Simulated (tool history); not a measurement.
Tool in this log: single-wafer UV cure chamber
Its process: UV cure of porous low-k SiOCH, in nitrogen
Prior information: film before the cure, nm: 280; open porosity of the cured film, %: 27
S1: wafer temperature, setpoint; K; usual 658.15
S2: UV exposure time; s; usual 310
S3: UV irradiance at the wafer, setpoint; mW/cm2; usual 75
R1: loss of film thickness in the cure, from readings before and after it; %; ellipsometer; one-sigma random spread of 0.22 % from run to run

{"run": 1, "day": 0.0, "S1": 658.15, "S2": 310, "S3": 75, "R1": 11.744}
{"run": 2, "day": 3.175, "S1": 658.15, "S2": 310, "S3": 75, "R1": 11.496}
{"run": 3, "day": 6.604, "S1": 658.15, "S2": 310, "S3": 75, "R1": 10.881}
{"run": 4, "day": 10.296, "S1": 658.15, "S2": 310, "S3": 75, "R1": 10.893}
{"run": 5, "day": 13.629, "S1": 658.15, "S2": 310, "S3": 75, "R1": 10.779}
{"run": 6, "day": 15.217, "S1": 658.15, "S2": 310, "S3": 75, "R1": 10.209}
{"day": 16.267, "done": "quartz window cleaned"}
{"run": 7, "day": 18.612, "S1": 658.15, "S2": 310, "S3": 75, "R1": 11.135}
{"run": 8, "day": 21.046, "S1": 658.15, "S2": 310, "S3": 75, "R1": 11.24}
{"run": 9, "day": 23.738, "S1": 642.15, "S2": 195, "S3": 75, "R1": 8.242}
{"run": 10, "day": 27.117, "S1": 642.15, "S2": 195, "S3": 75, "R1": 8.273}
{"day": 30.342, "done": "quartz window cleaned"}
{"run": 11, "day": 31.262, "S1": 642.15, "S2": 195, "S3": 75, "R1": 8.856}
{"run": 12, "day": 35.158, "S1": 658.15, "S2": 310, "S3": 75, "R1": 10.9}
{"run": 13, "day": 37.829, "S1": 658.15, "S2": 310, "S3": 75, "R1": 10.742}
{"run": 14, "day": 39.842, "S1": 658.15, "S2": 310, "S3": 75, "R1": 10.977}
{"run": 15, "day": 42.417, "S1": 658.15, "S2": 310, "S3": 75, "R1": 10.167}
{"day": 45.662, "done": "quartz window cleaned"}
{"run": 16, "day": 45.683, "S1": 673.15, "S2": 310, "S3": 111, "R1": 13.388}
{"run": 17, "day": 47.179, "S1": 658.15, "S2": 310, "S3": 58, "R1": 9.935}
{"run": 18, "day": 51.575, "S1": 658.15, "S2": 210, "S3": 101, "R1": 10.266}
{"day": 53.0, "done": "UV bulbs replaced"}
{"run": 19, "day": 54.392, "S1": 658.15, "S2": 310, "S3": 85, "R1": 13.533}
{"run": 20, "day": 57.608, "S1": 658.15, "S2": 245, "S3": 98, "R1": 12.502}
{"day": 61.45, "done": "quartz window cleaned"}
{"run": 21, "day": 61.471, "S1": 658.15, "S2": 310, "S3": 75, "R1": 13.138}
{"run": 22, "day": 63.196, "S1": 652.15, "S2": 310, "S3": 75, "R1": 12.794}
{"run": 23, "day": 65.775, "S1": 658.15, "S2": 310, "S3": 51, "R1": 10.608}
{"run": 24, "day": 68.112, "S1": 671.15, "S2": 145, "S3": 109, "R1": 10.278}
{"run": 25, "day": 73.196, "S1": 658.15, "S2": 310, "S3": 75, "R1": 11.978}
{"run": 26, "day": 74.829, "S1": 658.15, "S2": 310, "S3": 75, "R1": 11.502}
{"run": 27, "day": 76.888, "S1": 646.15, "S2": 190, "S3": 105, "R1": 10.308}
{"day": 77.729, "done": "quartz window cleaned"}
{"run": 28, "day": 79.104, "S1": 658.15, "S2": 310, "S3": 75, "R1": 11.739}

Selected run-to-run steps in R1, each split into two signed amounts: the part the tool would show with no hidden state at all (from settings, incoming material and random variation), and the remainder, which goes to the hidden state together with any gauge scatter not common to the measured and the hidden-state-free results:
Hidden state present: lamp output below its setpoint, %; transmission lost against a clean window, %.
Run 6 -> 7: quartz window cleaned. R1 +0.926 %: hidden state +0.925, all else +0.001.
Run 16 -> 17: S1 673.15 -> 658.15, S3 111 -> 58. R1 -3.453 %: hidden state +0.045, all else -3.498.
Run 18 -> 19: S2 210 -> 310, S3 101 -> 85, UV bulbs replaced. R1 +3.267 %: hidden state +1.817, all else +1.450.

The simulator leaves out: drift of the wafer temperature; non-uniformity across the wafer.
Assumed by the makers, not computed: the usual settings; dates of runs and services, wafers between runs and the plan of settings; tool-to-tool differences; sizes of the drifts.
